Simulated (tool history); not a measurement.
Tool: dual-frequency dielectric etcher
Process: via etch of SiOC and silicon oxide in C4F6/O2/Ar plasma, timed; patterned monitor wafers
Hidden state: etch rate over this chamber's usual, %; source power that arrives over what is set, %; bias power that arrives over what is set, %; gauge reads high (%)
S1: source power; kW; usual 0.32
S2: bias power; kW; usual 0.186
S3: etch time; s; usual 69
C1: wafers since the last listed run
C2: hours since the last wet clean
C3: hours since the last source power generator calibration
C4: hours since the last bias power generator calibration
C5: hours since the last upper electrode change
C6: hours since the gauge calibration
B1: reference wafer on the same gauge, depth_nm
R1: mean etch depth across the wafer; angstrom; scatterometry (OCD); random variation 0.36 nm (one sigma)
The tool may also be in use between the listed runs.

Run 1, hour 0: usual settings but S3 75 s; C1 0; C2 347.7; C3 1495.8; C4 3730.3; C5 4670.3; C6 1754.9; B1 86.7. Result: R1 815 angstrom.
Run 2, hour 76.1: usual settings; C1 896; C2 423.8; C3 1571.9; C4 3806.4; C5 4746.4; C6 1831; B1 86.8. Result: R1 748 angstrom.
Run 3, hour 143.5: usual settings; C1 794; C2 491.2; C3 1639.3; C4 3873.8; C5 4813.8; C6 1898.4; B1 86.8. Result: R1 765 angstrom.
Run 4, hour 242.1: usual settings; C1 1162; C2 589.8; C3 1737.9; C4 3972.4; C5 4912.4; C6 1997; B1 86.7. Result: R1 756 angstrom.
At hour 285.3: wet clean of the chamber.
Run 5, hour 330: usual settings; C1 753; C2 44.7; C3 1825.8; C4 4060.3; C5 5000.3; C6 2084.9; B1 86.6. Result: R1 739 angstrom.
At hour 356.1: source power generator calibrated.
Run 6, hour 405.3: usual settings but S2 0.161 kW; C1 840; C2 120; C3 49.2; C4 4135.6; C5 5075.6; C6 2160.2; B1 86.9. Result: R1 693 angstrom.
Run 7, hour 506.4: usual settings; C1 1191; C2 221.1; C3 150.3; C4 4236.7; C5 5176.7; C6 2261.3; B1 86.7. Result: R1 735 angstrom.
At hour 567.2: upper electrode replaced.
Run 8, hour 594.1: usual settings but S2 0.174 kW, S3 88 s; C1 750; C2 308.8; C3 238; C4 4324.4; C5 26.9; C6 2349; B1 86.7. Result: R1 910 angstrom.
At hour 655.2: gauge calibrated.
Run 9, hour 685.3: usual settings; C1 1074; C2 400; C3 329.2; C4 4415.6; C5 118.1; C6 30.1; B1 86.6. Result: R1 750 angstrom.
Run 10, hour 752.6: usual settings but S1 0.25 kW; C1 793; C2 467.3; C3 396.5; C4 4482.9; C5 185.4; C6 97.4; B1 86.7. Result: R1 654 angstrom.
Run 11, hour 824: usual settings but S1 0.38 kW, S2 0.17 kW, S3 49.5 s; C1 841; C2 538.7; C3 467.9; C4 4554.3; C5 256.8; C6 168.8; B1 86.7. Result: R1 567 angstrom.
Run 12, hour 920.5: usual settings but S2 0.157 kW, S3 79.5 s; C1 1137; C2 635.2; C3 564.4; C4 4650.8; C5 353.3; C6 265.3; B1 86.6. Result: R1 809 angstrom.
Run 13, hour 989.7: usual settings; C1 815; C2 704.4; C3 633.6; C4 4720; C5 422.5; C6 334.5; B1 86.7. Result: R1 750 angstrom.
Run 14, hour 1036.6: usual settings but S1 0.28 kW, S3 79 s; C1 552; C2 751.3; C3 680.5; C4 4766.9; C5 469.4; C6 381.4; B1 86.6. Result: R1 807 angstrom.
At hour 1110.6: wet clean of the chamber.
Run 15, hour 1126.5: usual settings but S2 0.153 kW, S3 58.5 s; C1 776; C2 15.9; C3 770.4; C4 4856.8; C5 559.3; C6 471.3; B1 86.6. Result: R1 582 angstrom.
At hour 1188.7: bias power generator calibrated.
Run 16, hour 1189.2: usual settings but S1 0.36 kW, S2 0.163 kW, S3 52 s; C1 691; C2 78.6; C3 833.1; C4 0.5; C5 622; C6 534; B1 86.6. Result: R1 563 angstrom.
Run 17, hour 1290.4: usual settings but S1 0.27 kW, S2 0.17 kW; C1 1192; C2 179.8; C3 934.3; C4 101.7; C5 723.2; C6 635.2; B1 86.7. Result: R1 656 angstrom.
Run 18, hour 1365.5: usual settings but S1 0.37 kW; C1 885; C2 254.9; C3 1009.4; C4 176.8; C5 798.3; C6 710.3; B1 86.7. Result: R1 799 angstrom.
Run 19, hour 1468.8: usual settings; C1 1217; C2 358.2; C3 1112.7; C4 280.1; C5 901.6; C6 813.6; B1 86.7. Result: R1 755 angstrom.
Run 20, hour 1567.8: usual settings but S1 0.36 kW, S3 57 s; C1 1166; C2 457.2; C3 1211.7; C4 379.1; C5 1000.6; C6 912.6; B1 86.8. Result: R1 659 angstrom.
Run 21, hour 1623.9: usual settings but S1 0.28 kW, S2 0.199 kW; C1 661; C2 513.3; C3 1267.8; C4 435.2; C5 1056.7; C6 968.7; B1 86.7. Result: R1 725 angstrom.
Run 22, hour 1693.1: usual settings; C1 815; C2 582.5; C3 1337; C4 504.4; C5 1125.9; C6 1037.9; B1 86.6. Result: R1 766 angstrom.
Run 23, hour 1784.3: usual settings but S1 0.28 kW, S3 89 s; C1 1074; C2 673.7; C3 1428.2; C4 595.6; C5 1217.1; C6 1129.1; B1 86.7. Result: R1 914 angstrom.
At hour 1834.6: wet clean of the chamber.
Run 24, hour 1890.6: usual settings but S1 0.39 kW, S2 0.17 kW; C1 970; C2 56; C3 1534.5; C4 701.9; C5 1323.4; C6 1235.4; B1 86.7. Result: R1 794 angstrom.
Run 25, hour 1931.7: usual settings but S1 0.28 kW; C1 484; C2 97.1; C3 1575.6; C4 743; C5 1364.5; C6 1276.5; B1 86.7. Result: R1 691 angstrom.
Run 26, hour 2024.3: usual settings; C1 1091; C2 189.7; C3 1668.2; C4 835.6; C5 1457.1; C6 1369.1; B1 86.7. Result: R1 740 angstrom.
At hour 2050.9: source power generator calibrated.
Run 27, hour 2105.7: usual settings but S1 0.27 kW; C1 912; C2 271.1; C3 54.8; C4 917; C5 1538.5; C6 1450.5; B1 86.7. Result: R1 673 angstrom.
Run 28, hour 2212: usual settings but S1 0.37 kW; C1 1252; C2 377.4; C3 161.1; C4 1023.3; C5 1644.8; C6 1556.8; B1 86.5. Result: R1 788 angstrom.
Run 29, hour 2264.6: usual settings but S2 0.147 kW, S3 76.5 s; C1 619; C2 430; C3 213.7; C4 1075.9; C5 1697.4; C6 1609.4; B1 86.7. Result: R1 741 angstrom.

Hidden state at the last listed run before each entry between runs and at the first one after, where it differs:
Between runs 4 and 5: wet clean of the chamber (hour 285.3)
  etch rate over this chamber's usual, %: 2.89 -> 0.216; source power that arrives over what is set, %: 4.31 -> 4.57
  measured less the result without the state, R1: +37 -> +18 angstrom
Between runs 5 and 6: source power generator calibrated (hour 356.1)
  etch rate over this chamber's usual, %: 0.216 -> 0.563; source power that arrives over what is set, %: 4.57 -> 0.41
  measured less the result without the state, R1: +18 -> +6 angstrom
Between runs 7 and 8: upper electrode replaced (hour 567.2)
  etch rate over this chamber's usual, %: 1.03 -> 1.43; source power that arrives over what is set, %: 0.7 -> 0.952
  measured less the result without the state, R1: +10 -> +17 angstrom
Between runs 8 and 9: gauge calibrated (hour 655.2)
  etch rate over this chamber's usual, %: 1.43 -> 1.85; source power that arrives over what is set, %: 0.952 -> 1.21
  measured less the result without the state, R1: +17 -> +18 angstrom
Between runs 14 and 15: wet clean of the chamber (hour 1110.6)
  etch rate over this chamber's usual, %: 3.47 -> 0.457; source power that arrives over what is set, %: 2.22 -> 2.48
  measured less the result without the state, R1: +36 -> +10 angstrom
Between runs 15 and 16: bias power generator calibrated (hour 1188.7)
  etch rate over this chamber's usual, %: 0.457 -> 0.745; source power that arrives over what is set, %: 2.48 -> 2.66
  measured less the result without the state, R1: +10 -> +12 angstrom
Between runs 23 and 24: wet clean of the chamber (hour 1834.6)
  etch rate over this chamber's usual, %: 3.49 -> 0.129; source power that arrives over what is set, %: 4.37 -> 4.68
  measured less the result without the state, R1: +49 -> +19 angstrom
Between runs 26 and 27: source power generator calibrated (hour 2050.9)
  etch rate over this chamber's usual, %: 0.744 -> 1.12; source power that arrives over what is set, %: 5.06 -> -0.139
  measured less the result without the state, R1: +24 -> +7 angstrom

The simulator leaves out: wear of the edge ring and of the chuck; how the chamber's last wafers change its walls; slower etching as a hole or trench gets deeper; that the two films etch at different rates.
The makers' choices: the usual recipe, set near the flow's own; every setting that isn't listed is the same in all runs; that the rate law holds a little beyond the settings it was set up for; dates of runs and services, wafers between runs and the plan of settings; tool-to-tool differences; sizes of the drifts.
